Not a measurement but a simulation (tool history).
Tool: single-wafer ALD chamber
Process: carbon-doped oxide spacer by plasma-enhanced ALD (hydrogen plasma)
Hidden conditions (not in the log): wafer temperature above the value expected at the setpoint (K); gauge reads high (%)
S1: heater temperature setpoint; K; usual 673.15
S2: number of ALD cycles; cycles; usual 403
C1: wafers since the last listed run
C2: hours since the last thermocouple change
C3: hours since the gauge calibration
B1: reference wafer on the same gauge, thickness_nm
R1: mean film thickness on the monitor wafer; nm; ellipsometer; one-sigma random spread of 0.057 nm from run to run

Run 1, hour 0: usual settings; C1 0; C2 2592; C3 306.9; B1 26.366. Result: R1 23.111 nm.
Run 2, hour 29.1: usual settings but S2 424 cycles; C1 20; C2 2621.1; C3 336; B1 26.376. Result: R1 24.487 nm.
Run 3, hour 45: usual settings; C1 11; C2 2637; C3 351.9; B1 26.401. Result: R1 23.165 nm.
Run 4, hour 80.1: usual settings; C1 24; C2 2672.1; C3 387; B1 26.43. Result: R1 23.256 nm.
Run 5, hour 108.3: usual settings but S1 666.15 K; C1 19; C2 2700.3; C3 415.2; B1 26.418. Result: R1 23.231 nm.
Run 6, hour 124.4: usual settings but S1 666.15 K; C1 11; C2 2716.4; C3 431.3; B1 26.452. Result: R1 23.436 nm.
Run 7, hour 145.5: usual settings but S1 666.15 K; C1 14; C2 2737.5; C3 452.4; B1 26.452. Result: R1 23.342 nm.
Run 8, hour 158.5: usual settings; C1 9; C2 2750.5; C3 465.4; B1 26.46. Result: R1 23.4 nm.
Run 9, hour 184.4: usual settings; C1 17; C2 2776.4; C3 491.3; B1 26.452. Result: R1 23.304 nm.
Run 10, hour 212.8: usual settings; C1 19; C2 2804.8; C3 519.7; B1 26.473. Result: R1 23.345 nm.
Run 11, hour 246.2: usual settings; C1 23; C2 2838.2; C3 553.1; B1 26.511. Result: R1 23.322 nm.
Run 12, hour 265.8: usual settings; C1 13; C2 2857.8; C3 572.7; B1 26.495. Result: R1 23.412 nm.
Run 13, hour 293.1: usual settings; C1 18; C2 2885.1; C3 600; B1 26.543. Result: R1 23.336 nm.
Run 14, hour 317.1: usual settings but S1 670.15 K; C1 16; C2 2909.1; C3 624; B1 26.559. Result: R1 23.368 nm.
Run 15, hour 346.3: usual settings; C1 20; C2 2938.3; C3 653.2; B1 26.586. Result: R1 23.461 nm.
Run 16, hour 375.3: usual settings; C1 20; C2 2967.3; C3 682.2; B1 26.588. Result: R1 23.428 nm.
Run 17, hour 408.9: usual settings; C1 23; C2 3000.9; C3 715.8; B1 26.619. Result: R1 23.492 nm.
Run 18, hour 438.1: usual settings; C1 20; C2 3030.1; C3 745; B1 26.642. Result: R1 23.516 nm.
Run 19, hour 455.3: usual settings but S1 685.15 K, S2 378 cycles; C1 11; C2 3047.3; C3 762.2; B1 26.642. Result: R1 21.19 nm.
Run 20, hour 481.6: usual settings; C1 18; C2 3073.6; C3 788.5; B1 26.631. Result: R1 23.518 nm.
Run 21, hour 557.1: usual settings but S2 337 cycles; C1 52; C2 3149.1; C3 864; B1 26.681. Result: R1 19.684 nm.
Run 22, hour 585.7: usual settings; C1 19; C2 3177.7; C3 892.6; B1 26.697. Result: R1 23.492 nm.
Run 23, hour 610.8: usual settings but S1 681.15 K, S2 358 cycles; C1 17; C2 3202.8; C3 917.7; B1 26.745. Result: R1 20.368 nm.
Run 24, hour 642: usual settings but S1 683.15 K, S2 325 cycles; C1 21; C2 3234; C3 948.9; B1 26.741. Result: R1 18.397 nm.
At hour 686.6: thermocouple changed; heater temperature recalibrated.
Run 25, hour 732.9: usual settings but S1 667.15 K, S2 429 cycles; C1 57; C2 46.3; C3 1039.8; B1 26.799. Result: R1 25.167 nm.
At hour 764.1: gauge calibrated.
Run 26, hour 777.9: usual settings but S1 680.15 K, S2 456 cycles; C1 31; C2 91.3; C3 13.8; B1 26.194. Result: R1 25.411 nm.
Run 27, hour 811.6: usual settings but S1 680.15 K, S2 351 cycles; C1 23; C2 125; C3 47.5; B1 26.225. Result: R1 19.65 nm.
Run 28, hour 850.5: usual settings but S1 677.15 K, S2 456 cycles; C1 26; C2 163.9; C3 86.4; B1 26.249. Result: R1 25.829 nm.
Run 29, hour 866.9: usual settings but S1 684.15 K, S2 469 cycles; C1 11; C2 180.3; C3 102.8; B1 26.26. Result: R1 25.975 nm.
Run 30, hour 894.5: usual settings but S1 663.15 K, S2 337 cycles; C1 19; C2 207.9; C3 130.4; B1 26.271. Result: R1 19.34 nm.
Run 31, hour 930.3: usual settings but S1 680.15 K; C1 24; C2 243.7; C3 166.2; B1 26.303. Result: R1 22.643 nm.
Run 32, hour 959.3: usual settings but S1 679.15 K; C1 20; C2 272.7; C3 195.2; B1 26.311. Result: R1 22.658 nm.
Run 33, hour 979.2: usual settings but S1 678.15 K; C1 13; C2 292.6; C3 215.1; B1 26.3. Result: R1 22.734 nm.
Run 34, hour 1010.7: usual settings; C1 21; C2 324.1; C3 246.6; B1 26.329. Result: R1 23.326 nm.
Run 35, hour 1044.9: usual settings but S2 347 cycles; C1 23; C2 358.3; C3 280.8; B1 26.362. Result: R1 20.058 nm.

4 options for the next run, each taken on its own from the tool as it stands now. Forecast them:
Run A, hour 1045.9: usual settings; C1 0; C2 359.3; C3 281.8; B1 ?. Result: R1 ?.
Run B, hour 1045.9: usual settings but S1 677.15 K, S2 325 cycles; C1 0; C2 359.3; C3 281.8; B1 ?. Result: R1 ?.
Run C, hour 1045.9: usual settings but S1 685.15 K, S2 329 cycles; C1 0; C2 359.3; C3 281.8; B1 ?. Result: R1 ?.
Run D, hour 1045.9: usual settings but S1 684.15 K, S2 467 cycles; C1 0; C2 359.3; C3 281.8; B1 ?. Result: R1 ?.

run     B1      R1
  A  26.34  23.159
  B  26.34  18.443
  C  26.34  18.198
  D  26.34  25.915
Take away the tool's hidden state, keep each run's random variation, and the runs would have read:
run      R1
  A  22.934
  B  18.264
  C  18.021
  D  25.663
